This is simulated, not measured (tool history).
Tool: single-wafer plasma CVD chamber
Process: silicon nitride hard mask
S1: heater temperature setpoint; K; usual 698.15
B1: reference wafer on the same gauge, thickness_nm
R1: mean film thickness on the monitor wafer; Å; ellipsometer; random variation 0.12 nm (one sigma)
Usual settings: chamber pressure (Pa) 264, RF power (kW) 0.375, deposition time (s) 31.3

Run 1, day 0.000: usual settings; B1 41.531. Result: R1 407.84 Å.
Run 2, day 0.650: usual settings; B1 41.542. Result: R1 404.65 Å.
Run 3, day 0.933: usual settings; B1 41.471. Result: R1 405.74 Å.
Run 4, day 1.358: usual settings; B1 41.477. Result: R1 408.92 Å.
At day 1.738: showerhead replaced.
Run 5, day 1.758: usual settings but RF power (kW) 0.350; B1 41.489. Result: R1 390.09 Å.
Run 6, day 2.038: usual settings but deposition time (s) 32.6; B1 41.503. Result: R1 421.29 Å.
Run 7, day 2.483: usual settings but deposition time (s) 32.6; B1 41.517. Result: R1 423.90 Å.
Run 8, day 2.867: usual settings but deposition time (s) 32.6; B1 41.479. Result: R1 424.69 Å.
Run 9, day 3.346: usual settings but S1 703.15 K, chamber pressure (Pa) 205, RF power (kW) 0.400, deposition time (s) 29.7; B1 41.537. Result: R1 352.54 Å.
At day 3.696: gauge calibrated.
Run 10, day 3.871: usual settings but chamber pressure (Pa) 311, RF power (kW) 0.430; B1 41.471. Result: R1 473.55 Å.
Run 11, day 4.325: usual settings; B1 41.494. Result: R1 404.23 Å.
Run 12, day 4.808: usual settings but chamber pressure (Pa) 327, RF power (kW) 0.420, deposition time (s) 27.6; B1 41.490. Result: R1 418.16 Å.
Run 13, day 5.412: usual settings; B1 41.468. Result: R1 404.56 Å.
Run 14, day 6.012: usual settings but S1 686.15 K, chamber pressure (Pa) 241, RF power (kW) 0.320; B1 41.488. Result: R1 348.97 Å.
At day 6.554: thermocouple changed; heater temperature recalibrated.
At day 7.679: capacitance manometer re-zeroed and calibrated.
Run 15, day 7.717: usual settings; B1 41.519. Result: R1 405.95 Å.
Run 16, day 8.350: usual settings but RF power (kW) 0.425; B1 41.471. Result: R1 440.26 Å.
Run 17, day 8.958: usual settings but S1 689.15 K, chamber pressure (Pa) 208, RF power (kW) 0.410, deposition time (s) 27.8; B1 41.497. Result: R1 340.06 Å.
At day 9.346: RF generator calibrated.
Run 18, day 9.367: usual settings but S1 692.15 K, chamber pressure (Pa) 211, RF power (kW) 0.305, deposition time (s) 29.5; B1 41.488. Result: R1 312.14 Å.
Run 19, day 9.804: usual settings but RF power (kW) 0.310; B1 41.505. Result: R1 375.05 Å.
Run 20, day 10.200: usual settings but S1 688.15 K, chamber pressure (Pa) 291; B1 41.506. Result: R1 442.94 Å.
Run 21, day 10.858: usual settings but S1 684.15 K, RF power (kW) 0.400, deposition time (s) 27.1; B1 41.483. Result: R1 384.84 Å.
Run 22, day 11.242: usual settings but S1 713.15 K, chamber pressure (Pa) 292, RF power (kW) 0.315, deposition time (s) 27.2; B1 41.533. Result: R1 339.93 Å.
Run 23, day 11.954: usual settings but chamber pressure (Pa) 224, RF power (kW) 0.315, deposition time (s) 26.3; B1 41.513. Result: R1 292.19 Å.
Run 24, day 12.371: usual settings but deposition time (s) 37.4; B1 41.470. Result: R1 503.51 Å.
Run 25, day 13.017: usual settings but S1 708.15 K, RF power (kW) 0.345, deposition time (s) 26.7; B1 41.471. Result: R1 337.54 Å.
Run 26, day 13.558: usual settings but S1 704.15 K, chamber pressure (Pa) 219; B1 41.489. Result: R1 383.84 Å.
Run 27, day 13.829: usual settings but S1 704.15 K, chamber pressure (Pa) 207, deposition time (s) 35.2; B1 41.520. Result: R1 417.47 Å.
Run 28, day 14.412: usual settings but deposition time (s) 29.4; B1 41.519. Result: R1 395.72 Å.

Forecast each of these 5 alternatives for the next run:
Run A, day 14.429: usual settings; B1 ?. Result: R1 ?.
Run B, day 14.429: usual settings but deposition time (s) 34.3; B1 ?. Result: R1 ?.
Run C, day 14.429: usual settings but RF power (kW) 0.395; B1 ?. Result: R1 ?.
Run D, day 14.429: usual settings but S1 691.15 K, deposition time (s) 34.6; B1 ?. Result: R1 ?.
Run E, day 14.429: usual settings but RF power (kW) 0.405, deposition time (s) 26.1; B1 ?. Result: R1 ?.

run      B1      R1
  A  41.500  419.07
  B  41.500  459.14
  C  41.500  433.73
  D  41.500  464.43
  E  41.500  367.63
Without the tool's hidden state the same runs would have given:
run      R1
  A  426.80
  B  467.60
  C  441.41
  D  472.99
  E  373.91

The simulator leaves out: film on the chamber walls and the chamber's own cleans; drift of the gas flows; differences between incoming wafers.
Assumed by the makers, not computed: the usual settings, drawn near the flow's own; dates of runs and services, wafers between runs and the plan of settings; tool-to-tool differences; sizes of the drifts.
